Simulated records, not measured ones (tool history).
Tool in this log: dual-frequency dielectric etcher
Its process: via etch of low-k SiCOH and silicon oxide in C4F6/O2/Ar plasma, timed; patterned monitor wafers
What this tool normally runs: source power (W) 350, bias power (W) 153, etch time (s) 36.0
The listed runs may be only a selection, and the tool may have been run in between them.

run,hour,source power (W),bias power (W),etch time (s),wafers since the last listed run,hours since the last wet clean,hours since the last source power generator calibration,hours since the last bias power generator calibration,hours since the last upper electrode change,hours since the gauge calibration,"read-back reference wafer on the same gauge, depth_nm",mean etch depth across the wafer (Å)
1,0.0,350,153,36.0,0,251.4,3417.7,2309.4,4364.3,1493.7,71.3,700
2,102.4,350,153,36.0,1236,353.8,3520.1,2411.8,4466.7,1596.1,71.3,698
3,152.9,350,153,36.0,609,404.3,3570.6,2462.3,4517.2,1646.6,71.3,700
# hour 192.3: source power generator calibrated
4,258.4,350,182,36.0,1225,509.8,66.1,2567.8,4622.7,1752.1,71.3,748
5,303.4,350,182,36.0,543,554.8,111.1,2612.8,4667.7,1797.1,71.3,747
6,361.9,350,182,36.0,706,613.3,169.6,2671.3,4726.2,1855.6,71.3,747
# hour 427.1: wet clean of the chamber
7,427.8,350,153,36.0,506,0.7,235.5,2737.2,4792.1,1921.5,71.3,706
# hour 460.0: upper electrode replaced
8,528.4,350,153,36.0,925,101.3,336.1,2837.8,68.4,2022.1,71.3,703
9,620.2,350,153,30.5,1108,193.1,427.9,2929.6,160.2,2113.9,71.3,593
10,675.1,390,153,36.0,663,248.0,482.8,2984.5,215.1,2168.8,71.3,735
11,753.3,430,116,40.5,944,326.2,561.0,3062.7,293.3,2247.0,71.3,769
12,813.1,420,118,36.0,722,386.0,620.8,3122.5,353.1,2306.8,71.3,680
13,915.5,350,153,36.0,1236,488.4,723.2,3224.9,455.5,2409.2,71.3,697
14,968.0,410,134,36.0,634,540.9,775.7,3277.4,508.0,2461.7,71.3,705
# hour 1062.0: wet clean of the chamber
15,1062.5,320,120,28.0,851,0.5,870.2,3371.9,602.5,2556.2,71.3,478
16,1126.2,310,123,27.0,769,64.2,933.9,3435.6,666.2,2619.9,71.4,460
17,1218.4,350,153,36.0,1113,156.4,1026.1,3527.8,758.4,2712.1,71.3,705
18,1273.2,420,153,36.0,661,211.2,1080.9,3582.6,813.2,2766.9,71.3,760
19,1310.9,350,153,36.0,455,248.9,1118.6,3620.3,850.9,2804.6,71.3,705
20,1386.2,350,153,36.0,909,324.2,1193.9,3695.6,926.2,2879.9,71.3,701
21,1441.7,440,153,29.0,670,379.7,1249.4,3751.1,981.7,2935.4,71.3,620
# hour 1456.9: gauge calibrated
22,1486.9,350,153,36.0,545,424.9,1294.6,3796.3,1026.9,30.0,71.3,700
# hour 1530.9: bias power generator calibrated
23,1540.2,270,167,36.0,595,478.2,1347.9,9.3,1080.2,83.3,71.4,648
# hour 1589.1: wet clean of the chamber
24,1637.8,350,153,36.0,888,48.7,1445.5,106.9,1177.8,180.9,71.3,704
25,1735.7,400,153,36.0,1182,146.6,1543.4,204.8,1275.7,278.8,71.3,741
26,1802.9,270,153,26.0,811,213.8,1610.6,272.0,1342.9,346.0,71.3,455
27,2033.3,350,178,29.5,2782,444.2,1841.0,502.4,1573.3,576.4,71.3,607
# hour 2107.6: wet clean of the chamber
28,2108.1,290,176,36.0,613,0.5,1915.8,577.2,1648.1,651.2,71.4,692
29,2134.3,380,119,36.0,316,26.7,1942.0,603.4,1674.3,677.4,71.3,662

Here are 4 independent what-if runs from the current tool condition. What would each one return?
A,2134.7,350,133,36.0,4,27.1,1942.4,603.8,1674.7,677.8,?,?
B,2134.7,350,153,39.5,4,27.1,1942.4,603.8,1674.7,677.8,?,?
C,2134.7,280,153,36.0,4,27.1,1942.4,603.8,1674.7,677.8,?,?
D,2134.7,400,119,31.0,4,27.1,1942.4,603.8,1674.7,677.8,?,?

run,"read-back reference wafer on the same gauge, depth_nm",mean etch depth across the wafer (Å)
A,71.3,668
B,71.3,776
C,71.3,642
D,71.3,583
Without the tool's unlogged condition, the same runs would have read:
run,mean etch depth across the wafer (Å)
A,667
B,775
C,641
D,582
